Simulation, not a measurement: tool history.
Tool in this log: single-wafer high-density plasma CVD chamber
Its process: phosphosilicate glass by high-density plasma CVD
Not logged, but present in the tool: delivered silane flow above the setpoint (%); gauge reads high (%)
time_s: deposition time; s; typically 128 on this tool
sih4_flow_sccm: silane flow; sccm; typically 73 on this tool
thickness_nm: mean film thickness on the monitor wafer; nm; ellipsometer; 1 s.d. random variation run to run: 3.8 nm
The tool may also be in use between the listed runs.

run	hour	time_s	sih4_flow_sccm	wafers since the last listed run	hours since the silane flow controller was replaced	hours since the gauge calibration	read-back reference wafer on the same gauge, thickness_nm	thickness_nm
1	0	128	73	0	3329.9	613.8	849.037	918.094
2	42.4	128	73	308	3372.3	656.2	849.041	923.973
3	108.4	111	73	479	3438.3	722.2	848.593	797.686
4	176.1	111	73	492	3506	789.9	848.77	802.538
5	211	111	73	253	3540.9	824.8	848.977	805.407
6	262.5	116	64	374	3592.4	876.3	849.559	739.575
7	301.9	116	64	286	3631.8	915.7	849.046	737.212
8	344	113	73	306	3673.9	957.8	849.717	816.996
9	386.2	128	73	306	3716.1	1000	848.902	930.28
10	440.8	128	73	397	3770.7	1054.6	849.386	929.008
11	472.7	128	73	231	3802.6	1086.5	849.193	935.394
# hour 524.7: gauge calibrated
12	541.7	128	84	501	3871.6	17	847.796	1076.413
13	575.2	128	65	243	3905.1	50.5	849.36	831.03
14	766.9	139	81	1393	4096.8	242.2	849.255	1134.42
15	812.7	148	65	333	4142.6	288	848.91	964.722
16	860.1	136	65	344	4190	335.4	847.991	888.972
17	918.2	128	68	422	4248.1	393.5	848.27	886.303
18	978.5	128	73	438	4308.4	453.8	848.916	945.899
19	1016.9	152	59	279	4346.8	492.2	849.236	907.605
# hour 1048.6: silane flow controller replaced
20	1077.8	128	61	384	29.2	553.1	850.332	748.772
21	1118.5	146	60	295	69.9	593.8	848.664	837.663
22	1305.4	146	60	1359	256.8	780.7	848.383	839.839
23	1331.4	120	73	189	282.8	806.7	848.624	838.803
24	1421.8	139	62	657	373.2	897.1	850.059	823.718

What differs in the tool's unlogged condition from the final listed run ahead of each entry between runs to the first listed run following it?
In the gap between runs 11 and 12: gauge calibrated (hour 524.7)
  delivered silane flow above the setpoint (%): 4.55 -> 4.72
  difference, measured minus the result without the unlogged condition, thickness_nm: +40.695 -> +48.52 nm
In the gap between runs 19 and 20: silane flow controller replaced (hour 1048.6)
  delivered silane flow above the setpoint (%): 5.99 -> 0.414
  difference, measured minus the result without the unlogged condition, thickness_nm: +51.271 -> +3.085 nm

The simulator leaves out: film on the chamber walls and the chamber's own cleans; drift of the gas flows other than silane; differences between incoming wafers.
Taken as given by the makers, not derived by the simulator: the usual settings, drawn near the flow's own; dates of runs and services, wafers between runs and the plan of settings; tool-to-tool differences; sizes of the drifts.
